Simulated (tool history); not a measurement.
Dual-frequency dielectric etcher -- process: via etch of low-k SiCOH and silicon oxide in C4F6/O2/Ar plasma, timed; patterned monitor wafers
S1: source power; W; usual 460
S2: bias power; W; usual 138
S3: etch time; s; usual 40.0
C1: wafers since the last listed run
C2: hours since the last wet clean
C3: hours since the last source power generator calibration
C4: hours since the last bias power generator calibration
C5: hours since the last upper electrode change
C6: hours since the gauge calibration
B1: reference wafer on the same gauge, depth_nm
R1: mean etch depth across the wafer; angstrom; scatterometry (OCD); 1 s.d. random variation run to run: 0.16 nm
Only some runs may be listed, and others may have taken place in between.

run	day	S1	S2	S3	C1	C2	C3	C4	C5	C6	B1	R1
1	0.000	370	138	34.0	0	375.6	1490.9	3214.9	4638.3	85.8	106	817
2	0.608	370	138	34.0	235	390.2	1505.5	3229.5	4652.9	100.4	106	817
3	1.429	460	138	48.5	318	409.9	1525.2	3249.2	4672.6	120.1	106	1292
4	2.504	460	138	48.5	416	435.7	1551.0	3275.0	4698.4	145.9	106	1296
5	3.275	460	138	40.0	298	454.2	1569.5	3293.5	4716.9	164.4	106	1068
6	4.708	460	138	40.0	555	488.6	1603.9	3327.9	4751.3	198.8	106	1070
7	5.296	460	138	40.0	227	502.7	1618.0	3342.0	4765.4	212.9	106	1069
8	5.888	460	138	40.0	229	516.9	1632.2	3356.2	4779.6	227.1	106	1069
9	6.983	460	138	49.0	424	543.2	1658.5	3382.5	4805.9	253.4	106	1311
10	7.704	460	138	49.0	279	560.5	1675.8	3399.8	4823.2	270.7	106	1310
11	8.696	460	138	49.0	384	584.3	1699.6	3423.6	4847.0	294.5	106	1313
# day 10.046: bias power generator calibrated
# day 10.621: wet clean of the chamber
12	10.642	410	138	46.0	467	0.5	1746.3	14.3	4893.7	341.2	106	1157
13	11.608	460	138	40.0	374	23.7	1769.5	37.5	4916.9	364.4	106	1061
14	12.617	370	124	40.0	390	47.9	1793.7	61.7	4941.1	388.6	106	934
15	13.325	460	138	40.0	274	64.9	1810.7	78.7	4958.1	405.6	106	1063
# day 13.792: gauge calibrated
16	14.196	460	138	49.0	337	85.8	1831.6	99.6	4979.0	9.7	106	1303
17	15.846	540	116	32.5	639	125.4	1871.2	139.2	5018.6	49.3	106	895
# day 16.488: source power generator calibrated
18	16.529	460	156	40.0	200	141.8	1.0	155.6	5035.0	65.7	106	1065
# day 18.229: upper electrode replaced
19	18.250	350	119	48.5	279	183.1	42.3	196.9	0.5	107.0	106	1073
20	18.262	460	138	40.0	4	183.4	42.6	197.2	0.8	107.3	106	1038
21	19.083	460	120	40.0	318	203.1	62.3	216.9	20.5	127.0	106	1009
22	20.458	460	163	49.0	533	236.1	95.3	249.9	53.5	160.0	106	1325
23	21.496	530	108	40.0	402	261.0	120.2	274.8	78.4	184.9	106	1059

Expected results for the next run?
24	22.888	460	138	40.0	539	294.4	153.6	308.2	111.8	218.3	?	?

B1: 106
R1: 1044 angstrom
On a tool with no hidden condition, and with the same random variation, this run would have come out at R1 1035 angstrom.

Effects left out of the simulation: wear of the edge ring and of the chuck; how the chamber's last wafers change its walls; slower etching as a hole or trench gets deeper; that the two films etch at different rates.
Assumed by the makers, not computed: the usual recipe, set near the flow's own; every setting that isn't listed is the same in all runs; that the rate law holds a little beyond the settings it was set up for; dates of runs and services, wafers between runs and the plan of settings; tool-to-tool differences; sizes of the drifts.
